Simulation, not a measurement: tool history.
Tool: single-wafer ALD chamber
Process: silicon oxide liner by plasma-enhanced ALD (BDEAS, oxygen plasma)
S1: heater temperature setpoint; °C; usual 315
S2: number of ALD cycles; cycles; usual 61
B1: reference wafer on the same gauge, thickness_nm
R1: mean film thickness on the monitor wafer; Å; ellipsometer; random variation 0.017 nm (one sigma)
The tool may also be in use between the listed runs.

run    hour   S1  S2     B1     R1
  1     0.0  315  61  4.608  57.04
  2    39.2  311  61  4.615  57.30
  3    79.9  315  61  4.606  56.61
  4   140.9  315  55  4.609  50.99
  5   177.7  315  55  4.611  51.28
      180.0  -- gauge calibrated
  6   241.1  315  55  4.608  51.35
  7   301.7  325  68  4.613  62.31
  8   362.2  315  58  4.607  53.80
  9   406.3  315  61  4.610  56.61
 10   502.5  315  61  4.613  56.99
 11   556.5  315  61  4.609  56.98
 12   591.7  315  61  4.608  56.96
 13   642.8  315  61  4.608  56.82
 14   684.3  315  61  4.608  56.74
 15   788.5  315  65  4.617  60.41
 16   849.0  326  61  4.612  55.92
 17   904.3  323  64  4.613  58.92
 18   957.9  315  56  4.609  52.33
 19  1022.6  315  61  4.613  56.73
 20  1087.2  307  61  4.612  57.70
 21  1118.9  315  61  4.612  56.80
 22  1161.6  327  69  4.609  63.05
 23  1231.3  315  61  4.609  56.91
 24  1267.8  305  51  4.613  48.28
 25  1308.1  315  69  4.614  64.09
 26  1360.4  307  69  4.610  64.95
 27  1424.8  315  52  4.604  48.51
     1440.8  -- gauge calibrated
     1459.4  -- thermocouple changed; heater temperature recalibrated
 28  1489.3  315  54  4.608  50.14
 29  1556.0  315  61  4.612  56.56
 30  1592.3  315  61  4.611  56.98
 31  1644.4  311  67  4.612  62.99
 32  1700.3  315  61  4.611  56.88
 33  1741.1  315  66  4.610  61.60
 34  1797.8  310  68  4.614  63.60
 35  1844.7  321  61  4.613  56.55
 36  1877.4  306  56  4.607  52.75
 37  1909.0  315  61  4.610  56.69
 38  1976.8  315  61  4.614  56.67
 39  2015.2  315  70  4.611  65.36
 40  2217.9  325  58  4.611  53.49
 41  2285.0  330  55  4.609  50.10
 42  2341.0  330  50  4.609  45.69
 43  2395.3  323  61  4.608  56.39

What the log doesn't show, run by run:
wafer temperature above the value expected at the setpoint (K): 0 in every run
gauge reads high (%): 0 in every run
